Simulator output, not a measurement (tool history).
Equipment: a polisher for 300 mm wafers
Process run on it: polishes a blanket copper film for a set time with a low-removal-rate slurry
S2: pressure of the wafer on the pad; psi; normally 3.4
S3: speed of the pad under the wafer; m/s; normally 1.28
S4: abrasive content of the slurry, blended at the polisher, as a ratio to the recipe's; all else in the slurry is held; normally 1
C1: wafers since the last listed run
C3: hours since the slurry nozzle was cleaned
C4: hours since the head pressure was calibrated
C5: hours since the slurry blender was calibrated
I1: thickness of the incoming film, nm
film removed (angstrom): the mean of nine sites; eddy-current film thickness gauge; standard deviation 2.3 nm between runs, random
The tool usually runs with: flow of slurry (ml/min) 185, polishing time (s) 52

Run 1, day 0: usual settings; C1 0; wafers polished on this pad 276; C3 394.4; C4 67.7; C5 125.9; I1 954.1. Result: film removed (angstrom) 2550.
Run 2, day 0.658: usual settings; C1 170; wafers polished on this pad 447; C3 410.2; C4 83.5; C5 141.7; I1 952.7. Result: film removed (angstrom) 2561.
Run 3, day 1.567: usual settings; C1 235; wafers polished on this pad 683; C3 432; C4 105.3; C5 163.5; I1 970. Result: film removed (angstrom) 2579.
At day 1.771: slurry nozzle cleaned.
Run 4, day 2.296: usual settings; C1 178; wafers polished on this pad 861; C3 12.6; C4 122.8; C5 181; I1 941.1. Result: film removed (angstrom) 2560.
Run 5, day 3.671: usual settings; C1 356; wafers polished on this pad 1218; C3 45.6; C4 155.8; C5 214; I1 953.1. Result: film removed (angstrom) 2540.
Run 6, day 4.929: usual settings; C1 326; wafers polished on this pad 1544; C3 75.8; C4 186; C5 244.2; I1 961.3. Result: film removed (angstrom) 2538.
Run 7, day 5.525: usual settings but S3 1.54 m/s, polishing time (s) 42; C1 154; wafers polished on this pad 1698; C3 90.1; C4 200.3; C5 258.5; I1 935.4. Result: film removed (angstrom) 2340.
Run 8, day 6.517: usual settings but S2 4.3 psi; C1 257; wafers polished on this pad 1956; C3 113.9; C4 224.1; C5 282.3; I1 931.6. Result: film removed (angstrom) 3006.
At day 7.129: slurry blender recalibrated.
Run 9, day 7.483: usual settings but S3 1.54 m/s; C1 229; wafers polished on this pad 2185; C3 137.1; C4 247.3; C5 8.5; I1 954.3. Result: film removed (angstrom) 2862.
Run 10, day 8.092: usual settings but flow of slurry (ml/min) 225, S2 3 psi, S3 0.86 m/s, S4 0.7; C1 157; wafers polished on this pad 2343; C3 151.7; C4 261.9; C5 23.1; I1 956.9. Result: film removed (angstrom) 1686.
At day 8.883: worn pad replaced by a new one.
Run 11, day 8.983: usual settings but S3 1.16 m/s, S4 0.9; C1 188; wafers polished on this pad 25; C3 173.1; C4 283.3; C5 44.5; I1 936.2. Result: film removed (angstrom) 2375.
Run 12, day 10.45: usual settings but flow of slurry (ml/min) 250, S2 2.6 psi, S3 0.86 m/s, S4 0.75; C1 380; wafers polished on this pad 406; C3 208.3; C4 318.5; C5 79.7; I1 927.7. Result: film removed (angstrom) 1599.
Run 13, day 11.067: usual settings but flow of slurry (ml/min) 140, S2 2.6 psi, S4 0.7; C1 159; wafers polished on this pad 566; C3 223.1; C4 333.3; C5 94.5; I1 932.9. Result: film removed (angstrom) 1742.
Run 14, day 11.821: usual settings but flow of slurry (ml/min) 160; C1 195; wafers polished on this pad 761; C3 241.2; C4 351.4; C5 112.6; I1 946. Result: film removed (angstrom) 2512.
Run 15, day 12.583: usual settings; C1 197; wafers polished on this pad 959; C3 259.5; C4 369.7; C5 130.9; I1 947.7. Result: film removed (angstrom) 2533.
Run 16, day 13.35: usual settings; C1 198; wafers polished on this pad 1158; C3 277.9; C4 388.1; C5 149.3; I1 953.5. Result: film removed (angstrom) 2624.
Run 17, day 14.662: usual settings but flow of slurry (ml/min) 245; C1 340; wafers polished on this pad 1498; C3 309.4; C4 419.6; C5 180.8; I1 938.8. Result: film removed (angstrom) 2651.
Run 18, day 16.088: usual settings but flow of slurry (ml/min) 140, S3 0.94 m/s, S4 1.1, polishing time (s) 57; C1 369; wafers polished on this pad 1868; C3 343.6; C4 453.8; C5 215; I1 949.1. Result: film removed (angstrom) 2339.
Run 19, day 16.625: usual settings but S2 2.3 psi, S3 1.4 m/s, S4 1.1, polishing time (s) 39; C1 139; wafers polished on this pad 2008; C3 356.5; C4 466.7; C5 227.9; I1 954.6. Result: film removed (angstrom) 1603.
Run 20, day 17.2: usual settings but S3 1.68 m/s; C1 149; wafers polished on this pad 2157; C3 370.3; C4 480.5; C5 241.7; I1 964.3. Result: film removed (angstrom) 3162.
At day 17.417: slurry blender recalibrated.
Run 21, day 18.558: usual settings but S2 2.7 psi, polishing time (s) 59; C1 330; wafers polished on this pad 2487; C3 402.9; C4 513.1; C5 27.4; I1 944.3. Result: film removed (angstrom) 2526.
At day 19.242: worn pad replaced by a new one.
Run 22, day 19.9: usual settings; C1 304; wafers polished on this pad 170; C3 435.1; C4 545.3; C5 59.6; I1 956.1. Result: film removed (angstrom) 2615.
Run 23, day 20.958: usual settings but flow of slurry (ml/min) 135, S3 1.56 m/s; C1 274; wafers polished on this pad 444; C3 460.5; C4 570.7; C5 85; I1 957.8. Result: film removed (angstrom) 2817.
Run 24, day 21.933: usual settings but S4 0.85; C1 252; wafers polished on this pad 697; C3 483.9; C4 594.1; C5 108.4; I1 957.3. Result: film removed (angstrom) 2415.
Run 25, day 22.538: usual settings; C1 156; wafers polished on this pad 854; C3 498.4; C4 608.6; C5 122.9; I1 944.2. Result: film removed (angstrom) 2624.
At day 22.7: slurry nozzle cleaned.
Run 26, day 23.554: usual settings but S3 1.48 m/s, S4 1.1; C1 252; wafers polished on this pad 1107; C3 20.5; C4 633; C5 147.3; I1 959.5. Result: film removed (angstrom) 2958.
Run 27, day 24.475: usual settings but S3 1.48 m/s, S4 1.1; C1 238; wafers polished on this pad 1346; C3 42.6; C4 655.1; C5 169.4; I1 957.3. Result: film removed (angstrom) 2923.
Run 28, day 25.233: usual settings but S4 0.9; C1 196; wafers polished on this pad 1542; C3 60.8; C4 673.3; C5 187.6; I1 952.1. Result: film removed (angstrom) 2519.
Run 29, day 26.317: usual settings; C1 281; wafers polished on this pad 1823; C3 86.8; C4 699.3; C5 213.6; I1 969. Result: film removed (angstrom) 2605.
Run 30, day 27.092: usual settings but S3 1.48 m/s; C1 201; wafers polished on this pad 2024; C3 105.4; C4 717.9; C5 232.2; I1 938.6. Result: film removed (angstrom) 2868.

Measured result minus the same run's result without the hidden state. Both carry the same run-to-run variation, though not necessarily the same gauge scatter:
The tool's hidden condition here consists of: removal rate lost through wear of the pad, %; slurry flow missing at the pad, %; deviation of the head's pressure from its setpoint, %; abrasive missing from the slurry, %.
run  film removed (angstrom)
  1                      +43
  2                      +45
  3                      +49
  4                      +51
  5                      +55
  6                      +60
  7                      +57
  8                      +77
  9                      +77
 10                      +46
 11                      +68
 12                      +50
 13                      +55
 14                      +81
 15                      +85
 16                      +91
 17                      +97
 18                      +89
 19                      +63
 20                     +125
 21                     +104
 22                     +113
 23                     +125
 24                     +110
 25                     +122
 26                     +141
 27                     +142
 28                     +125
 29                     +133
 30                     +150
